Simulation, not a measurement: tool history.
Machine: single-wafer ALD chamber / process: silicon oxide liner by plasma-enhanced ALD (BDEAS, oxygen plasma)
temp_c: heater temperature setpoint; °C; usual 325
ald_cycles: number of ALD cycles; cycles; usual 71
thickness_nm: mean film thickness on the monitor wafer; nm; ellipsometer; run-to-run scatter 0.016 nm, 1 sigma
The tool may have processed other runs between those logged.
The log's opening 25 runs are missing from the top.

| run | hour | temp_c | ald_cycles | read-back reference wafer on the same gauge, thickness_nm | thickness_nm |
|---|---|---|---|---|---|
| 26 | 341.1 | 325 | 71 | 6.581 | 6.453 |
| 27 | 351.8 | 325 | 71 | 6.589 | 6.474 |
| 28 | 361.5 | 325 | 71 | 6.58 | 6.428 |
| 29 | 368.3 | 325 | 62 | 6.582 | 5.609 |
| 30 | 381.7 | 325 | 71 | 6.585 | 6.436 |
| 31 | 391.5 | 337 | 71 | 6.586 | 6.344 |
| 32 | 398.8 | 319 | 81 | 6.579 | 7.375 |
| 33 | 409.5 | 325 | 63 | 6.576 | 5.699 |
| 34 | 423.4 | 320 | 65 | 6.573 | 5.914 |
| 35 | 440.2 | 331 | 58 | 6.575 | 5.232 |
| 36 | 449.4 | 320 | 65 | 6.589 | 5.922 |
| 37 | 465.1 | 336 | 71 | 6.584 | 6.374 |
| 38 | 515.5 | 325 | 71 | 6.579 | 6.429 |
| 39 | 523.6 | 339 | 84 | 6.577 | 7.478 |
| 40 | 538.2 | 325 | 83 | 6.575 | 7.539 |
| 41 | 548.4 | 317 | 76 | 6.581 | 6.975 |
| 42 | 566 | 340 | 64 | 6.579 | 5.68 |

Alternative continuations, all from the tool just after run 42; predict every row:
| A | 566.5 | 316 | 71 | ? | ? |
| B | 566.5 | 332 | 78 | ? | ? |
| C | 566.5 | 339 | 61 | ? | ? |

| run | read-back reference wafer on the same gauge, thickness_nm | thickness_nm |
|---|---|---|
| A | 6.581 | 6.531 |
| B | 6.581 | 7.03 |
| C | 6.581 | 5.449 |
Had the tool no hidden state, the same runs would have come out as:
| run | thickness_nm |
|---|---|
| A | 6.531 |
| B | 7.03 |
| C | 5.449 |

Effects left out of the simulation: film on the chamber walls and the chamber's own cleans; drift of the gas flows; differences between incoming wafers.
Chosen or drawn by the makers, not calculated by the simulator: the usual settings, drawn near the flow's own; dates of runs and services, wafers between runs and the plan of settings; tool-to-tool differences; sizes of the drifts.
